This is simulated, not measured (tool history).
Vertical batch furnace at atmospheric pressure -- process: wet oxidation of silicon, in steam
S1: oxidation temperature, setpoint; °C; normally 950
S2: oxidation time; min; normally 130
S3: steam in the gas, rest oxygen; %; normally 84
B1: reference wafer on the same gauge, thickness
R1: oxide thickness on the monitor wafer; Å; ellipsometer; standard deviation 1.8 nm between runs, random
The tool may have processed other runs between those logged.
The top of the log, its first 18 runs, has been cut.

run,day,S1,S2,S3,B1,R1
19,52.533,928,130,84,482.16,4159.2
20,56.108,957,86,74,482.34,3561.3
21,59.921,969,86,77,481.66,3955.5
22,61.533,961,108,77,482.02,4366.6
23,63.554,975,183.5,84,481.94,6930.6
24,72.95,950,189,84,481.9,6126.7
25,79.517,950,130,84,481.82,4860.7
26,82.388,970,174,73,481.62,6038.2
27,84.758,950,130,84,482.25,4845.4
28,88.617,926,180.5,84,482.63,5140
29,90.55,950,130,84,482.06,4865.3
30,93.429,950,70.5,84,481.65,3241.9
31,97.312,930,158,95,481.87,5250.5
32,100.554,950,130,84,482.08,4842.5
33,102.779,932,150,84,482.29,4711.7
34,106.867,950,130,84,482.34,4847.2
35,110.671,971,130,84,481.93,5492.3
36,114.096,969,86,77,481.78,3994
37,117.817,950,130,84,481.96,4850.9
38,121.238,972,130,84,482.51,5546.9

Below are 4 alternative next runs, each starting from the tool's condition after run 38. Predict each:
A,121.454,950,110,84,?,?
B,121.454,928,130,96,?,?
C,121.454,950,73.5,84,?,?
D,121.454,960,96,94,?,?

run,B1,R1
A,482,4351
B,482,4578
C,482,3323.1
D,482,4573.1
Stripped of hidden state, with their random variation kept, the same runs would have yielded:
run,R1
A,4379.8
B,4609.4
C,3342.7
D,4605.4
